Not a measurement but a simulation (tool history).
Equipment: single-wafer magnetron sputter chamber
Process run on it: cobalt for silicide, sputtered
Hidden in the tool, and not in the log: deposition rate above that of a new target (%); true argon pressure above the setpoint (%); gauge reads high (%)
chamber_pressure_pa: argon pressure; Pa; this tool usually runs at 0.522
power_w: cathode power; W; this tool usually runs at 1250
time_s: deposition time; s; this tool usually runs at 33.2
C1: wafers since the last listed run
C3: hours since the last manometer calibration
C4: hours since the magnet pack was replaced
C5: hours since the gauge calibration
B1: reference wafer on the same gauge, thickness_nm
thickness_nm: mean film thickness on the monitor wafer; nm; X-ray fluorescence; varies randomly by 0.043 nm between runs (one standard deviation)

Run 1, hour 0.0: usual settings; C1 0; wafers on the sputter target 1916; C3 1882.8; C4 4520.8; C5 447.2; B1 16.292. Result: thickness_nm 20.343 nm.
Run 2, hour 16.3: usual settings; C1 260; wafers on the sputter target 2177; C3 1899.1; C4 4537.1; C5 463.5; B1 16.310. Result: thickness_nm 20.363 nm.
Run 3, hour 26.0: usual settings; C1 154; wafers on the sputter target 2332; C3 1908.8; C4 4546.8; C5 473.2; B1 16.309. Result: thickness_nm 20.336 nm.
Run 4, hour 38.3: usual settings; C1 196; wafers on the sputter target 2528; C3 1921.1; C4 4559.1; C5 485.5; B1 16.290. Result: thickness_nm 20.370 nm.
Run 5, hour 50.6: usual settings but chamber_pressure_pa 0.609 Pa, time_s 35.7 s; C1 196; wafers on the sputter target 2725; C3 1933.4; C4 4571.4; C5 497.8; B1 16.299. Result: thickness_nm 21.320 nm.
Run 6, hour 58.5: usual settings but chamber_pressure_pa 0.609 Pa, time_s 35.7 s; C1 126; wafers on the sputter target 2851; C3 1941.3; C4 4579.3; C5 505.7; B1 16.309. Result: thickness_nm 21.364 nm.
At hour 68.6: magnet pack replaced.
Run 7, hour 69.7: usual settings but power_w 1400 W; C1 51; wafers on the sputter target 2902; C3 1952.5; C4 1.1; C5 516.9; B1 16.300. Result: thickness_nm 22.063 nm.
Run 8, hour 83.8: usual settings but power_w 1400 W; C1 225; wafers on the sputter target 3127; C3 1966.6; C4 15.2; C5 531.0; B1 16.298. Result: thickness_nm 22.118 nm.
At hour 88.3: gauge calibrated.
Run 9, hour 90.3: usual settings but power_w 1050 W, time_s 31.4 s; C1 103; wafers on the sputter target 3231; C3 1973.1; C4 21.7; C5 2.0; B1 16.298. Result: thickness_nm 17.110 nm.
Run 10, hour 99.1: usual settings; C1 140; wafers on the sputter target 3371; C3 1981.9; C4 30.5; C5 10.8; B1 16.295. Result: thickness_nm 20.394 nm.
Run 11, hour 107.0: usual settings but chamber_pressure_pa 0.429 Pa; C1 126; wafers on the sputter target 3498; C3 1989.8; C4 38.4; C5 18.7; B1 16.302. Result: thickness_nm 20.884 nm.
Run 12, hour 117.8: usual settings but chamber_pressure_pa 0.429 Pa; C1 172; wafers on the sputter target 3670; C3 2000.6; C4 49.2; C5 29.5; B1 16.285. Result: thickness_nm 20.906 nm.
Run 13, hour 133.1: usual settings but power_w 1150 W, time_s 38.7 s; C1 244; wafers on the sputter target 3914; C3 2015.9; C4 64.5; C5 44.8; B1 16.298. Result: thickness_nm 22.398 nm.
Run 14, hour 143.5: usual settings but chamber_pressure_pa 0.467 Pa, power_w 1050 W; C1 166; wafers on the sputter target 4081; C3 2026.3; C4 74.9; C5 55.2; B1 16.305. Result: thickness_nm 18.395 nm.
Run 15, hour 155.5: usual settings; C1 191; wafers on the sputter target 4272; C3 2038.3; C4 86.9; C5 67.2; B1 16.296. Result: thickness_nm 20.338 nm.
Run 16, hour 166.2: usual settings; C1 170; wafers on the sputter target 4443; C3 2049.0; C4 97.6; C5 77.9; B1 16.292. Result: thickness_nm 20.330 nm.
At hour 181.4: capacitance manometer re-zeroed and calibrated.
At hour 183.2: sputter target and shields replaced.
Run 17, hour 183.7: usual settings but chamber_pressure_pa 0.333 Pa, time_s 35.0 s; C1 122; wafers on the sputter target 7; C3 2.3; C4 115.1; C5 95.4; B1 16.293. Result: thickness_nm 22.714 nm.
Run 18, hour 185.6: usual settings but chamber_pressure_pa 0.433 Pa, power_w 1550 W, time_s 38.4 s; C1 30; wafers on the sputter target 37; C3 4.2; C4 117.0; C5 97.3; B1 16.305. Result: thickness_nm 28.110 nm.
Run 19, hour 197.0: usual settings; C1 182; wafers on the sputter target 219; C3 15.6; C4 128.4; C5 108.7; B1 16.311. Result: thickness_nm 20.437 nm.
Run 20, hour 203.3: usual settings but chamber_pressure_pa 0.429 Pa; C1 100; wafers on the sputter target 320; C3 21.9; C4 134.7; C5 115.0; B1 16.289. Result: thickness_nm 20.961 nm.
Run 21, hour 210.7: usual settings but power_w 1550 W; C1 118; wafers on the sputter target 438; C3 29.3; C4 142.1; C5 122.4; B1 16.312. Result: thickness_nm 23.749 nm.
Run 22, hour 227.6: usual settings but chamber_pressure_pa 0.700 Pa, power_w 1400 W, time_s 38.3 s; C1 269; wafers on the sputter target 708; C3 46.2; C4 159.0; C5 139.3; B1 16.305. Result: thickness_nm 24.274 nm.
Run 23, hour 239.2: usual settings but chamber_pressure_pa 0.436 Pa, power_w 1100 W; C1 185; wafers on the sputter target 893; C3 57.8; C4 170.6; C5 150.9; B1 16.307. Result: thickness_nm 19.082 nm.
Run 24, hour 255.4: usual settings but chamber_pressure_pa 0.329 Pa, power_w 1150 W; C1 258; wafers on the sputter target 1152; C3 74.0; C4 186.8; C5 167.1; B1 16.301. Result: thickness_nm 20.407 nm.
Run 25, hour 267.0: usual settings but power_w 1150 W, time_s 38.7 s; C1 185; wafers on the sputter target 1337; C3 85.6; C4 198.4; C5 178.7; B1 16.306. Result: thickness_nm 22.482 nm.
Run 26, hour 276.4: usual settings but time_s 35.0 s; C1 150; wafers on the sputter target 1488; C3 95.0; C4 207.8; C5 188.1; B1 16.302. Result: thickness_nm 21.492 nm.
Run 27, hour 292.6: usual settings but chamber_pressure_pa 0.367 Pa, power_w 1050 W, time_s 37.1 s; C1 258; wafers on the sputter target 1746; C3 111.2; C4 224.0; C5 204.3; B1 16.315. Result: thickness_nm 21.244 nm.
Run 28, hour 307.6: usual settings but chamber_pressure_pa 0.694 Pa, power_w 1400 W, time_s 34.9 s; C1 239; wafers on the sputter target 1986; C3 126.2; C4 239.0; C5 219.3; B1 16.301. Result: thickness_nm 22.011 nm.
Run 29, hour 317.0: usual settings but chamber_pressure_pa 0.594 Pa, power_w 1550 W; C1 150; wafers on the sputter target 2136; C3 135.6; C4 248.4; C5 228.7; B1 16.295. Result: thickness_nm 23.249 nm.
Run 30, hour 334.2: usual settings; C1 274; wafers on the sputter target 2411; C3 152.8; C4 265.6; C5 245.9; B1 16.305. Result: thickness_nm 20.349 nm.
Run 31, hour 345.2: usual settings but chamber_pressure_pa 0.646 Pa, power_w 1400 W, time_s 29.3 s; C1 175; wafers on the sputter target 2586; C3 163.8; C4 276.6; C5 256.9; B1 16.292. Result: thickness_nm 18.746 nm.
Run 32, hour 356.7: usual settings but chamber_pressure_pa 0.320 Pa, power_w 1050 W, time_s 36.0 s; C1 183; wafers on the sputter target 2770; C3 175.3; C4 288.1; C5 268.4; B1 16.288. Result: thickness_nm 20.823 nm.
Run 33, hour 364.5: usual settings; C1 124; wafers on the sputter target 2895; C3 183.1; C4 295.9; C5 276.2; B1 16.304. Result: thickness_nm 20.383 nm.
Run 34, hour 373.4: usual settings but chamber_pressure_pa 0.349 Pa, power_w 1450 W, time_s 38.9 s; C1 142; wafers on the sputter target 3037; C3 192.0; C4 304.8; C5 285.1; B1 16.307. Result: thickness_nm 27.829 nm.
Run 35, hour 379.9: usual settings but chamber_pressure_pa 0.467 Pa, power_w 1050 W, time_s 27.1 s; C1 103; wafers on the sputter target 3141; C3 198.5; C4 311.3; C5 291.6; B1 16.302. Result: thickness_nm 15.035 nm.

Entry by entry between the runs, the difference in hidden state between the last listed run before and the first listed run after:
Between runs 6 and 7: magnet pack replaced (hour 68.6)
  no difference in the tool's unlogged condition between these two runs
Between runs 8 and 9: gauge calibrated (hour 88.3)
  no difference in the tool's unlogged condition between these two runs
Between runs 16 and 17: capacitance manometer re-zeroed and calibrated (hour 181.4); sputter target and shields replaced (hour 183.2)
  no difference in the tool's unlogged condition between these two runs

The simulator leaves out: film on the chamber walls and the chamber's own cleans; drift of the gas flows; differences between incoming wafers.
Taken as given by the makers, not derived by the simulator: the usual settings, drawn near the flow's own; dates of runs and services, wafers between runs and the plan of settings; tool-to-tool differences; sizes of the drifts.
